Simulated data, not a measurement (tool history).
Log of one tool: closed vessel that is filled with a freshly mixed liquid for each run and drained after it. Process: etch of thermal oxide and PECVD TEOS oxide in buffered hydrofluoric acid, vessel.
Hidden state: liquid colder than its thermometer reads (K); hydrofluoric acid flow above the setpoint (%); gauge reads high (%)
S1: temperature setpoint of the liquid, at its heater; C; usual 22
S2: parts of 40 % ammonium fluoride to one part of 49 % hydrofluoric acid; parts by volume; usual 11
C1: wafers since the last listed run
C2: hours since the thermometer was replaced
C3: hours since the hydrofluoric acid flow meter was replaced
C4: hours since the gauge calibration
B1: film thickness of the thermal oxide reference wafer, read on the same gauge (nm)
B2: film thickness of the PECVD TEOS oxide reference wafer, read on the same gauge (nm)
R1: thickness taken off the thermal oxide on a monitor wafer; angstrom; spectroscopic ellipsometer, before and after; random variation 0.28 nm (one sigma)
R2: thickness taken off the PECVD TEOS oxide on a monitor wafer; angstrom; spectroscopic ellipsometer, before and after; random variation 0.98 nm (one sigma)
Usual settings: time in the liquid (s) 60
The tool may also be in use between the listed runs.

Run 1, hour 0: usual settings; C1 0; C2 601.6; C3 952.7; C4 108.9; B1 149.99; B2 90. Result: R1 579 angstrom, R2 1276.2 angstrom.
Run 2, hour 15.3: usual settings; C1 1390; C2 616.9; C3 968; C4 124.2; B1 150.02; B2 89.99. Result: R1 576.4 angstrom, R2 1259.1 angstrom.
Run 3, hour 23: usual settings but time in the liquid (s) 40; C1 699; C2 624.6; C3 975.7; C4 131.9; B1 149.97; B2 90.01. Result: R1 383.3 angstrom, R2 845.7 angstrom.
Run 4, hour 36.6: usual settings but time in the liquid (s) 40; C1 1235; C2 638.2; C3 989.3; C4 145.5; B1 150; B2 90.04. Result: R1 383.5 angstrom, R2 842.7 angstrom.
Run 5, hour 43.8: usual settings but time in the liquid (s) 40; C1 654; C2 645.4; C3 996.5; C4 152.7; B1 150.02; B2 89.96. Result: R1 382.7 angstrom, R2 837.8 angstrom.
Run 6, hour 59.2: usual settings; C1 1399; C2 660.8; C3 1011.9; C4 168.1; B1 149.98; B2 90.03. Result: R1 573.7 angstrom, R2 1258.5 angstrom.
Run 7, hour 67.6: usual settings but time in the liquid (s) 35; C1 763; C2 669.2; C3 1020.3; C4 176.5; B1 149.99; B2 90.01. Result: R1 332.9 angstrom, R2 737.7 angstrom.
Run 8, hour 75.2: usual settings but time in the liquid (s) 35; C1 690; C2 676.8; C3 1027.9; C4 184.1; B1 150.01; B2 90.02. Result: R1 334.7 angstrom, R2 739 angstrom.
Run 9, hour 83.4: usual settings; C1 745; C2 685; C3 1036.1; C4 192.3; B1 149.97; B2 89.98. Result: R1 573.8 angstrom, R2 1252.2 angstrom.
At hour 95: gauge calibrated.
Run 10, hour 96.4: usual settings; C1 1181; C2 698; C3 1049.1; C4 1.4; B1 149.97; B2 90. Result: R1 567.1 angstrom, R2 1253.3 angstrom.
Run 11, hour 109.6: usual settings but S2 9 parts by volume; C1 1199; C2 711.2; C3 1062.3; C4 14.6; B1 149.99; B2 90.01. Result: R1 677 angstrom, R2 1508.1 angstrom.
Run 12, hour 119.2: usual settings but S2 9 parts by volume; C1 872; C2 720.8; C3 1071.9; C4 24.2; B1 150.02; B2 90.04. Result: R1 679.4 angstrom, R2 1506 angstrom.
Run 13, hour 128.8: usual settings but S1 23.5 C; C1 872; C2 730.4; C3 1081.5; C4 33.8; B1 149.99; B2 90.04. Result: R1 617.2 angstrom, R2 1353.5 angstrom.
At hour 134.7: hydrofluoric acid flow meter replaced.
Run 14, hour 135.7: usual settings but S2 14.5 parts by volume, time in the liquid (s) 30; C1 536; C2 737.3; C3 1; C4 40.7; B1 149.98; B2 89.98. Result: R1 196.8 angstrom, R2 433.6 angstrom.

Forecast run 15:
Run 15, hour 147.3: usual settings; C1 1053; C2 748.9; C3 12.6; C4 52.3; B1 ?; B2 ?. Result: R1 ?, R2 ?.

B1: 150.02
B2: 90.02
R1: 515.6 angstrom
R2: 1131 angstrom
Without the tool's hidden state the same run would have given R1 592.3 angstrom, R2 1299.2 angstrom.
